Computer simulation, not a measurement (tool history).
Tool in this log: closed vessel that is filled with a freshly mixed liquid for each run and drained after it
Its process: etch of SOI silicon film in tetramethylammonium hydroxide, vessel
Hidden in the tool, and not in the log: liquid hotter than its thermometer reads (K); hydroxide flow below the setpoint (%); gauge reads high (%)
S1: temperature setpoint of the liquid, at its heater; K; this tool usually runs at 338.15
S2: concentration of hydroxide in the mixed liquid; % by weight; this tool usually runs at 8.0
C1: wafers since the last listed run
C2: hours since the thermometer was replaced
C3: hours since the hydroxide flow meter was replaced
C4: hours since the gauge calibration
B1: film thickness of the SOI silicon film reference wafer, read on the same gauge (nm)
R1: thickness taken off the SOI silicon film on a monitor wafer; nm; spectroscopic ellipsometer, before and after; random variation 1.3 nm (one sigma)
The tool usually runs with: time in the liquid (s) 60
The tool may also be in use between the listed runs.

run 1 hour=0.0 | S1=338.15 S2=8.0 time_in_the_liquid_(s)=60 | C1=0 C2=1762.4 C3=1232.0 C4=479.8 | B1=110.03 | R1=403.73
-- hour=11.0 gauge calibrated
run 2 hour=22.6 | S1=338.15 S2=8.0 time_in_the_liquid_(s)=60 | C1=3281 C2=1785.0 C3=1254.6 C4=11.6 | B1=110.01 | R1=407.33
run 3 hour=43.8 | S1=338.15 S2=8.0 time_in_the_liquid_(s)=60 | C1=3078 C2=1806.2 C3=1275.8 C4=32.8 | B1=109.95 | R1=411.42
run 4 hour=62.2 | S1=338.15 S2=8.0 time_in_the_liquid_(s)=60 | C1=2671 C2=1824.6 C3=1294.2 C4=51.2 | B1=109.98 | R1=407.66
run 5 hour=85.6 | S1=338.15 S2=8.0 time_in_the_liquid_(s)=60 | C1=3397 C2=1848.0 C3=1317.6 C4=74.6 | B1=110.02 | R1=410.91
run 6 hour=105.8 | S1=338.15 S2=8.0 time_in_the_liquid_(s)=60 | C1=2933 C2=1868.2 C3=1337.8 C4=94.8 | B1=110.02 | R1=413.43
run 7 hour=125.0 | S1=338.15 S2=8.0 time_in_the_liquid_(s)=80 | C1=2787 C2=1887.4 C3=1357.0 C4=114.0 | B1=109.99 | R1=549.86
run 8 hour=174.6 | S1=338.15 S2=8.0 time_in_the_liquid_(s)=80 | C1=7202 C2=1937.0 C3=1406.6 C4=163.6 | B1=109.99 | R1=551.39
run 9 hour=208.8 | S1=338.15 S2=8.0 time_in_the_liquid_(s)=60 | C1=4966 C2=1971.2 C3=1440.8 C4=197.8 | B1=110.01 | R1=416.14
run 10 hour=233.1 | S1=338.15 S2=8.0 time_in_the_liquid_(s)=60 | C1=3528 C2=1995.5 C3=1465.1 C4=222.1 | B1=109.99 | R1=415.45
run 11 hour=261.4 | S1=338.15 S2=8.0 time_in_the_liquid_(s)=60 | C1=4109 C2=2023.8 C3=1493.4 C4=250.4 | B1=110.02 | R1=416.26
run 12 hour=293.7 | S1=338.15 S2=9.0 time_in_the_liquid_(s)=85 | C1=4690 C2=2056.1 C3=1525.7 C4=282.7 | B1=110.01 | R1=573.80
run 13 hour=309.2 | S1=338.15 S2=8.0 time_in_the_liquid_(s)=50 | C1=2250 C2=2071.6 C3=1541.2 C4=298.2 | B1=109.99 | R1=345.45
run 14 hour=334.9 | S1=338.15 S2=8.0 time_in_the_liquid_(s)=60 | C1=3731 C2=2097.3 C3=1566.9 C4=323.9 | B1=109.99 | R1=414.30
run 15 hour=348.3 | S1=338.15 S2=8.0 time_in_the_liquid_(s)=60 | C1=1945 C2=2110.7 C3=1580.3 C4=337.3 | B1=109.96 | R1=416.93
run 16 hour=363.2 | S1=338.15 S2=8.0 time_in_the_liquid_(s)=60 | C1=2163 C2=2125.6 C3=1595.2 C4=352.2 | B1=109.99 | R1=420.36
-- hour=411.1 thermometer replaced
run 17 hour=429.5 | S1=346.15 S2=6.0 time_in_the_liquid_(s)=70 | C1=9481 C2=18.4 C3=1661.5 C4=418.5 | B1=110.03 | R1=738.62
-- hour=439.3 hydroxide flow meter replaced
run 18 hour=462.6 | S1=340.65 S2=6.5 time_in_the_liquid_(s)=60 | C1=4661 C2=51.5 C3=23.3 C4=451.6 | B1=109.97 | R1=443.62
run 19 hour=478.5 | S1=338.15 S2=8.0 time_in_the_liquid_(s)=60 | C1=2308 C2=67.4 C3=39.2 C4=467.5 | B1=110.00 | R1=360.32

What will run 20 give?
run 20 hour=491.7 | S1=338.15 S2=8.0 time_in_the_liquid_(s)=60 | C1=1916 C2=80.6 C3=52.4 C4=480.7 | B1=? | R1=?

Run 20 gave B1 110.00, R1 364.34 nm.
The same run, on a tool lacking any hidden state, would have yielded R1 359.31 nm.
